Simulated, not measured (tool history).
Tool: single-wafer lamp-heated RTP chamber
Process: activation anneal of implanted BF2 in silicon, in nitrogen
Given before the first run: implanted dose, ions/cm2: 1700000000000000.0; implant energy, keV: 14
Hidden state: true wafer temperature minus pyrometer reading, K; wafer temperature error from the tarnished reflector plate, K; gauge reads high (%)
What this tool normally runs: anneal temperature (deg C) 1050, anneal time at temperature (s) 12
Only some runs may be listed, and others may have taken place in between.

| run | hour | anneal temperature (deg C) | anneal time at temperature (s) | wafers since the last listed run | wafers since the last pyrometer calibration | wafers since the reflector plate was cleaned | hours since the gauge calibration | read-back reference wafer on the same gauge, sheet resistance | sheet resistance of the implanted and annealed layer (ohm/square) |
|---|---|---|---|---|---|---|---|---|---|
| 1 | 0 | 1028 | 12 | 0 | 4621 | 863 | 936.4 | 131.66 | 173.15 |
| 2 | 103.3 | 1050 | 12 | 1632 | 6253 | 2495 | 1039.7 | 131.64 | 144.18 |
| 3 | 179.5 | 1050 | 12 | 1204 | 7458 | 3699 | 1115.9 | 131.56 | 143.76 |
| 4 | 224.1 | 1050 | 12 | 704 | 8162 | 4404 | 1160.5 | 131.54 | 143.58 |
|  | 258.5 | pyrometer window cleaned and pyrometer calibrated |
| 5 | 299.5 | 1050 | 12 | 1064 | 647 | 5469 | 1235.9 | 131.62 | 143.32 |
| 6 | 366.7 | 1050 | 12 | 1061 | 1709 | 6531 | 1303.1 | 131.47 | 143.79 |
|  | 402.5 | reflector plate cleaned |
| 7 | 440 | 1050 | 12 | 1031 | 2741 | 592 | 1376.4 | 131.41 | 143.6 |
| 8 | 492.8 | 1064 | 12 | 834 | 3575 | 1427 | 1429.2 | 131.49 | 128.86 |
| 9 | 554.6 | 1064 | 12 | 976 | 4552 | 2403 | 1491 | 131.39 | 129.13 |
| 10 | 660.4 | 1064 | 12 | 1671 | 6223 | 4075 | 1596.8 | 131.33 | 129.72 |
|  | 705.2 | pyrometer window cleaned and pyrometer calibrated |
| 11 | 756.5 | 1050 | 12 | 1392 | 811 | 5467 | 1692.9 | 131.4 | 142.97 |
| 12 | 829.2 | 1070 | 12 | 1148 | 1960 | 6616 | 1765.6 | 131.37 | 123.91 |
| 13 | 934.5 | 1070 | 12 | 1663 | 3623 | 8280 | 1870.9 | 131.34 | 123.97 |
|  | 961 | gauge calibrated |
|  | 988.3 | reflector plate cleaned |
| 14 | 1007.5 | 1070 | 12 | 1027 | 4651 | 302 | 46.5 | 132.82 | 125.49 |
| 15 | 1085.5 | 1043 | 12 | 1232 | 5883 | 1535 | 124.5 | 132.68 | 152.85 |
|  | 1135.9 | pyrometer window cleaned and pyrometer calibrated |
| 16 | 1188.9 | 1043 | 12 | 1507 | 836 | 3042 | 227.9 | 132.41 | 153.39 |
| 17 | 1260.9 | 1058 | 15 | 1137 | 1974 | 4180 | 299.9 | 132.19 | 129.39 |
| 18 | 1315.1 | 1050 | 12 | 856 | 2830 | 5036 | 354.1 | 132.18 | 144.28 |
| 19 | 1400.5 | 1068 | 15 | 1349 | 4180 | 6386 | 439.5 | 132.02 | 119.59 |
| 20 | 1459.1 | 1076 | 15 | 925 | 5106 | 7312 | 498.1 | 132.01 | 112.83 |
|  | 1522.4 | reflector plate cleaned |
| 21 | 1531.8 | 1034 | 12 | 1022 | 6128 | 148 | 570.8 | 131.87 | 164.38 |
|  | 1575.1 | pyrometer window cleaned and pyrometer calibrated |
| 22 | 1575.6 | 1027 | 8 | 565 | 7 | 713 | 614.6 | 131.73 | 189.97 |
| 23 | 1636.7 | 1031 | 12 | 965 | 972 | 1679 | 675.7 | 131.81 | 168.21 |
| 24 | 1692.5 | 1058 | 12 | 881 | 1854 | 2560 | 731.5 | 131.73 | 134.85 |
| 25 | 1740.7 | 1050 | 10 | 761 | 2616 | 3322 | 779.7 | 131.7 | 149.7 |
| 26 | 1840.7 | 1031 | 12 | 1580 | 4196 | 4902 | 879.7 | 131.61 | 169.02 |
|  | 1985.9 | reflector plate cleaned |
|  | 2080.6 | pyrometer window cleaned and pyrometer calibrated |
| 27 | 2142.6 | 1050 | 6 | 4517 | 979 | 2348 | 1181.6 | 131.41 | 168 |
| 28 | 2178.9 | 1021 | 16 | 573 | 1553 | 2922 | 1217.9 | 131.39 | 171.4 |
| 29 | 2275.8 | 1021 | 16 | 1531 | 3084 | 4453 | 1314.8 | 131.43 | 172.03 |
| 30 | 2324.2 | 1035 | 7 | 764 | 3849 | 5218 | 1363.2 | 131.38 | 183.22 |
| 31 | 2410.2 | 1050 | 12 | 1358 | 5208 | 6577 | 1449.2 | 131.29 | 143.54 |
| 32 | 2494.1 | 1065 | 12 | 1325 | 6533 | 7902 | 1533.1 | 131.22 | 128.23 |

Here are 4 independent what-if runs from the current tool condition. What would each one return?
| A | 2494.5 | 1035 | 12 | 6 | 6540 | 7909 | 1533.5 | ? | ? |
| B | 2494.5 | 1023 | 6 | 6 | 6540 | 7909 | 1533.5 | ? | ? |
| C | 2494.5 | 1077 | 12 | 6 | 6540 | 7909 | 1533.5 | ? | ? |
| D | 2494.5 | 1063 | 10 | 6 | 6540 | 7909 | 1533.5 | ? | ? |

| run | read-back reference wafer on the same gauge, sheet resistance | sheet resistance of the implanted and annealed layer (ohm/square) |
|---|---|---|
| A | 131.38 | 161.95 |
| B | 131.38 | 206.08 |
| C | 131.38 | 117.66 |
| D | 131.38 | 135.27 |
Without the tool's hidden state the same runs would have given:
| run | sheet resistance of the implanted and annealed layer (ohm/square) |
|---|---|
| A | 164.09 |
| B | 208.81 |
| C | 119.22 |
| D | 137.06 |
